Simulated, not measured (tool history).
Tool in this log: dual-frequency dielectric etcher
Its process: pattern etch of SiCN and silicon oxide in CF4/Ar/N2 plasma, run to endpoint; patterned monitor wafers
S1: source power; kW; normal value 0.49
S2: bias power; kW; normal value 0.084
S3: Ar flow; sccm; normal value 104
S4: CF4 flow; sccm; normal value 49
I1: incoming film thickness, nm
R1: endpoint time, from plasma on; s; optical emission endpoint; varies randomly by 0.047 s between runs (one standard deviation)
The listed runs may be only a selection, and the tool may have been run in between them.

run,day,S1,S2,S3,S4,I1,R1
1,0,0.49,0.084,104,53,9.67,10.8
2,0.567,0.49,0.084,104,49,9.78,11.1
# day 1.308: source power generator calibrated
3,1.329,0.56,0.084,104,49,9.65,10
4,2.583,0.57,0.068,80,57,9.63,9.5
# day 3.129: Ar flow controller replaced
5,3.4,0.49,0.084,89,49,9.73,10.6
# day 3.762: CF4 flow controller replaced
6,4.204,0.38,0.096,104,49,9.67,12
# day 5.554: upper electrode replaced
7,5.583,0.38,0.084,118,49,9.69,12.9
8,6.558,0.49,0.084,104,49,9.59,10.7
# day 7.075: bias power generator calibrated
9,7.892,0.46,0.084,104,49,9.72,11.3
10,8.571,0.43,0.103,92,55,9.81,10.6
# day 12.575: wet clean of the chamber
11,12.596,0.49,0.084,93,55,9.67,10.6
12,13.25,0.39,0.071,83,40,9.78,13.1
13,13.979,0.49,0.084,104,49,9.7,11
14,14.592,0.41,0.072,104,54,9.66,12.7
15,15.558,0.58,0.069,87,40,9.72,10.4
16,16.346,0.37,0.073,104,42,9.68,13.9
17,17.592,0.49,0.072,104,40,9.73,12
18,18.967,0.49,0.084,104,49,9.66,11
19,19.854,0.49,0.1,88,42,9.75,10.3
20,20.604,0.49,0.091,104,37,9.67,11.2

What does the tool deliver on the next run?
21,21.238,0.49,0.102,104,55,9.64,?

Run 21 measured R1 10.1 s.
With no hidden state in the tool, this same run would have given R1 10.2 s.

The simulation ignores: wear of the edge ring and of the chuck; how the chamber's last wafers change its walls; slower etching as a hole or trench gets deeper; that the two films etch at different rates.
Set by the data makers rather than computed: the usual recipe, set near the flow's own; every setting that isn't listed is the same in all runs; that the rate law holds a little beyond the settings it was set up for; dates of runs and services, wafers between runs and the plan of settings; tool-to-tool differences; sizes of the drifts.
